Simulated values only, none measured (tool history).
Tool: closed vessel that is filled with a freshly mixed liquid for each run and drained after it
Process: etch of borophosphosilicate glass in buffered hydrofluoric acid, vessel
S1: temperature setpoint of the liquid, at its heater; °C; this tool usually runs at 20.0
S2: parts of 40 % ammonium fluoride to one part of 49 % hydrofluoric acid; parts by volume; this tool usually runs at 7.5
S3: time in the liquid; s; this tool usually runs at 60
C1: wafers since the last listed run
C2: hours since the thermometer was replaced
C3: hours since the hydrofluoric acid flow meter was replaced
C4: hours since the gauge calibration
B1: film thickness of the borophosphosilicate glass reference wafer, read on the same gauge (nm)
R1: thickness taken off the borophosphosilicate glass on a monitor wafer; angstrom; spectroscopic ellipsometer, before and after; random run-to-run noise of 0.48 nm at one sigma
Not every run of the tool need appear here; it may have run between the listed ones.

run,day,S1,S2,S3,C1,C2,C3,C4,B1,R1
1,0.000,20.0,9.5,60,0,1515.9,1938.9,149.1,119.97,820.7
2,0.612,20.0,9.5,60,1946,1530.6,1953.6,163.8,119.97,819.1
3,1.325,18.5,7.5,60,2264,1547.7,1970.7,180.9,120.02,958.1
4,1.646,18.5,7.5,60,1019,1555.4,1978.4,188.6,119.98,958.7
5,1.983,22.5,7.5,60,1072,1563.5,1986.5,196.7,120.01,1201.3
# day 2.158: gauge calibrated
6,2.267,22.5,7.5,60,900,1570.3,1993.3,2.6,119.98,1188.6
7,2.654,20.0,7.5,60,1231,1579.6,2002.6,11.9,120.00,1047.6
8,3.354,20.0,7.5,60,2224,1596.4,2019.4,28.7,119.96,1034.1
9,3.733,20.0,7.5,60,1204,1605.5,2028.5,37.8,120.00,1035.8
10,4.312,20.0,7.5,60,1840,1619.4,2042.4,51.7,119.98,1031.6
11,4.821,18.0,7.5,60,1615,1631.6,2054.6,63.9,119.98,926.2
12,5.296,20.0,8.5,60,1509,1643.0,2066.0,75.3,119.99,896.2
13,5.871,18.5,6.0,60,1827,1656.8,2079.8,89.1,119.96,1176.9
14,6.300,20.0,7.5,75,1363,1667.1,2090.1,99.4,120.00,1277.7
15,6.842,24.5,9.0,90,1721,1680.1,2103.1,112.4,119.99,1607.1
# day 7.000: thermometer replaced
16,7.567,20.0,7.5,60,2171,13.6,2120.5,129.8,120.03,950.9
# day 7.738: hydrofluoric acid flow meter replaced
17,7.850,20.0,7.5,60,767,20.4,2.7,136.6,120.02,950.3
18,8.538,20.0,8.5,60,2184,36.9,19.2,153.1,120.02,832.2
# day 8.896: thermometer replaced, repeated, since the last time left the tool worse
# day 9.092: gauge calibrated
19,9.108,20.0,7.5,60,1681,5.1,32.9,0.4,120.00,1135.3
20,9.812,17.5,7.5,60,2237,22.0,49.8,17.3,120.02,989.5
21,11.788,23.0,7.5,45,6275,69.4,97.2,64.7,119.99,1003.3

Each row is a separate what-if for the run after 21, all from the same tool condition, not one after another. Results?
A,11.817,20.0,7.5,60,92,70.1,97.9,65.4,?,?
B,11.817,20.0,7.5,50,92,70.1,97.9,65.4,?,?
C,11.817,17.5,9.0,30,92,70.1,97.9,65.4,?,?
D,11.817,22.0,10.0,70,92,70.1,97.9,65.4,?,?
E,11.817,17.0,8.5,35,92,70.1,97.9,65.4,?,?

run,B1,R1
A,120.01,1134.0
B,120.01,945.0
C,120.01,403.9
D,120.01,1130.3
E,120.01,487.8
What these runs would have given with no unlogged condition in the tool:
run,R1
A,1146.0
B,955.0
C,408.2
D,1142.1
E,493.1

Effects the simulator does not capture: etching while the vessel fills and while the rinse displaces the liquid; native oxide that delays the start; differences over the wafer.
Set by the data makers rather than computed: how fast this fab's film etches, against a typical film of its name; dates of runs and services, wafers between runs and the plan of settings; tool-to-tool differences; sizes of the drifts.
